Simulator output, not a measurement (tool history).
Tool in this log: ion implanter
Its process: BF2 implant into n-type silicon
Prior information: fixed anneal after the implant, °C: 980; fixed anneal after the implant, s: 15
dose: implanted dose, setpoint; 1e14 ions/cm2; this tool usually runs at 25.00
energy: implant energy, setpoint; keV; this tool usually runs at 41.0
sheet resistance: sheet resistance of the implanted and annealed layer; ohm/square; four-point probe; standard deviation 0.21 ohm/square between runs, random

run,hour,dose,energy,wafers since the last listed run,hours since the last dose calibration,hours since the extraction supply was calibrated,hours since the gauge calibration,"read-back reference wafer on the same gauge, sheet resistance",sheet resistance
1,0.0,25.00,50.0,0,845.9,5060.9,93.4,123.91,125.97
2,7.9,25.00,50.0,126,853.8,5068.8,101.3,123.95,125.51
3,21.7,25.00,50.0,220,867.6,5082.6,115.1,124.01,125.70
4,32.4,25.00,41.0,171,878.3,5093.3,125.8,123.99,141.44
5,50.3,25.00,41.0,286,896.2,5111.2,143.7,124.01,142.29
6,63.6,25.00,47.5,212,909.5,5124.5,157.0,123.96,129.33
7,72.0,25.00,47.5,134,917.9,5132.9,165.4,123.95,129.64
8,87.6,25.00,47.5,249,933.5,5148.5,181.0,124.06,129.35
# hour 96.6: extraction supply calibrated
# hour 103.3: gauge calibrated
# hour 110.2: Faraday cup replaced and dose calibrated
9,110.7,18.14,30.0,113,0.5,14.1,7.4,124.03,175.89
10,119.4,20.09,52.5,139,9.2,22.8,16.1,124.00,124.75
11,129.9,18.67,46.5,167,19.7,33.3,26.6,123.99,135.50
12,136.5,29.22,30.0,105,26.3,39.9,33.2,123.97,167.21

Run 13, settings as shown, results not yet in. Your forecast:
13,144.1,18.81,53.0,121,33.9,47.5,40.8,?,?

read-back reference wafer on the same gauge, sheet resistance: 123.95
sheet resistance: 125.61 ohm/square
The same run, on a tool lacking any hidden state, would have yielded sheet resistance 125.61 ohm/square.
